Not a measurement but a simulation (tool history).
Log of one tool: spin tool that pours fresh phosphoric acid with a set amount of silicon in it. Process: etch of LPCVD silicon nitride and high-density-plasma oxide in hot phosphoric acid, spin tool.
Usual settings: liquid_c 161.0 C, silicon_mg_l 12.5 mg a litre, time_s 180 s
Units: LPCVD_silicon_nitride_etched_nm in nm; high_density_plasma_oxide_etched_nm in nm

run	day	liquid_c	silicon_mg_l	time_s	wafers since the last listed run	hours since the thermometer was replaced	hours since the dissolved silicon flow meter was replaced	hours since the heated supply line was repaired	hours since the gauge calibration	read-back film thickness of the LPCVD silicon nitride reference wafer, read on the same gauge (nm)	read-back film thickness of the high-density-plasma oxide reference wafer, read on the same gauge (nm)	LPCVD_silicon_nitride_etched_nm	high_density_plasma_oxide_etched_nm
1	0.000	162.5	15.0	240	0	960.9	993.2	565.5	2431.6	120.00	149.993	21.32	1.520
2	1.083	161.0	12.5	180	161	986.9	1019.2	591.5	2457.6	120.02	150.011	15.16	1.122
3	3.821	161.0	12.5	180	408	1052.6	1084.9	657.2	2523.3	120.00	150.002	15.06	1.105
# day 4.362: thermometer replaced
4	6.796	161.0	12.5	85	437	58.4	1156.3	728.6	2594.7	120.01	150.015	6.57	0.408
5	9.654	158.5	21.0	180	426	127.0	1224.9	797.2	2663.3	120.01	150.015	12.53	0.604
# day 11.875: heated supply line repaired
# day 12.346: dissolved silicon flow meter replaced
6	12.404	159.0	3.5	260	397	193.0	1.4	12.7	2729.3	120.00	149.981	20.55	1.562
# day 14.529: gauge calibrated
7	15.304	160.0	4.0	180	432	262.6	71.0	82.3	18.6	119.99	150.004	14.41	1.125
8	18.038	161.0	17.5	180	407	328.2	136.6	147.9	84.2	120.02	150.009	15.01	0.922
9	20.750	159.5	12.5	75	404	393.3	201.7	213.0	149.3	120.00	150.008	5.91	0.412
10	22.612	163.5	12.5	225	277	438.0	246.4	257.7	194.0	120.01	149.969	20.41	1.592
11	25.383	163.0	20.5	75	413	504.5	312.9	324.2	260.5	120.01	149.989	6.74	0.416
12	28.208	161.0	12.5	180	421	572.3	380.7	392.0	328.3	120.04	149.999	14.75	1.055
13	30.946	162.0	12.5	180	408	638.0	446.4	457.7	394.0	120.01	149.994	15.30	1.098
14	34.867	161.0	21.5	180	584	732.1	540.5	551.8	488.1	120.00	149.991	14.85	0.777
15	36.692	161.0	12.5	180	272	775.9	584.3	595.6	531.9	120.02	150.001	14.71	1.036
16	39.417	161.0	15.0	180	406	841.3	649.7	661.0	597.3	119.99	149.986	14.64	0.870
17	41.842	162.5	20.5	180	361	899.5	707.9	719.2	655.5	119.98	149.989	15.65	0.950
# day 42.792: heated supply line repaired
18	44.383	163.0	16.5	250	372	960.5	768.9	38.2	716.5	120.04	149.976	23.50	1.673
# day 45.042: thermometer replaced
19	46.579	163.5	20.5	95	321	36.9	821.6	90.9	769.2	119.99	150.024	8.58	0.539
20	48.542	161.0	12.5	180	292	84.0	868.7	138.0	816.3	120.04	149.980	15.02	1.033

5 ways to go on from here, each from the tool as it stands after run 20. What would each give?
A	48.562	161.0	12.5	180	3	84.5	869.2	138.5	816.8	?	?	?	?
B	48.562	163.0	12.5	180	3	84.5	869.2	138.5	816.8	?	?	?	?
C	48.562	159.0	9.5	275	3	84.5	869.2	138.5	816.8	?	?	?	?
D	48.562	161.0	22.0	180	3	84.5	869.2	138.5	816.8	?	?	?	?
E	48.562	158.5	19.5	275	3	84.5	869.2	138.5	816.8	?	?	?	?

run	read-back film thickness of the LPCVD silicon nitride reference wafer, read on the same gauge (nm)	read-back film thickness of the high-density-plasma oxide reference wafer, read on the same gauge (nm)	LPCVD_silicon_nitride_etched_nm	high_density_plasma_oxide_etched_nm
A	119.99	149.998	14.78	1.077
B	119.99	149.998	15.80	1.247
C	119.99	149.998	21.12	1.518
D	119.99	149.998	14.78	0.836
E	119.99	149.998	20.77	1.141
Without the tool's hidden state the same runs would have given:
run	LPCVD_silicon_nitride_etched_nm	high_density_plasma_oxide_etched_nm
A	14.70	1.063
B	15.71	1.231
C	21.00	1.499
D	14.70	0.825
E	20.65	1.127
